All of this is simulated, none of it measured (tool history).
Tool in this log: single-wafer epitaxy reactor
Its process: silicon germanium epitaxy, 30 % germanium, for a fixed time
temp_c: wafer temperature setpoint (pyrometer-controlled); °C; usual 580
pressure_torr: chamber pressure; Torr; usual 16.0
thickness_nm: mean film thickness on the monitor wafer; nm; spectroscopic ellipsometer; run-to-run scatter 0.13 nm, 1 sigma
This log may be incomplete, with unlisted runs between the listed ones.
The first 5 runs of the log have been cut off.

run,hour,temp_c,pressure_torr,wafers since the last listed run,hours since the last pyrometer calibration,hours since the last manometer calibration,hours since the showerhead was replaced,hours since the gauge calibration,"read-back reference wafer on the same gauge, thickness_nm",thickness_nm
6,76.2,580,16.0,174,965.0,1961.1,7185.5,154.8,39.280,34.646
7,82.4,580,16.0,60,971.2,1967.3,7191.7,161.0,39.272,34.609
8,97.0,580,16.0,143,985.8,1981.9,7206.3,175.6,39.319,34.600
9,106.0,573,16.0,88,994.8,1990.9,7215.3,184.6,39.288,30.669
10,114.6,580,16.0,84,1003.4,1999.5,7223.9,193.2,39.280,34.735
11,129.0,580,16.0,141,1017.8,2013.9,7238.3,207.6,39.295,34.457
12,143.5,580,16.0,142,1032.3,2028.4,7252.8,222.1,39.325,34.690
13,157.2,580,16.0,134,1046.0,2042.1,7266.5,235.8,39.329,34.619
14,173.6,568,16.0,161,1062.4,2058.5,7282.9,252.2,39.294,28.282
# hour 192.1: capacitance manometer re-zeroed and calibrated
15,192.6,568,16.0,108,1081.4,0.5,7301.9,271.2,39.307,28.127
16,198.5,568,16.0,57,1087.3,6.4,7307.8,277.1,39.318,28.161

Estimate the outcome of run 17 from the log above:
17,210.1,580,16.0,114,1098.9,18.0,7319.4,288.7,?,?

read-back reference wafer on the same gauge, thickness_nm: 39.287
thickness_nm: 34.537 nm
With no hidden state in the tool, this same run would have given thickness_nm 38.084 nm.
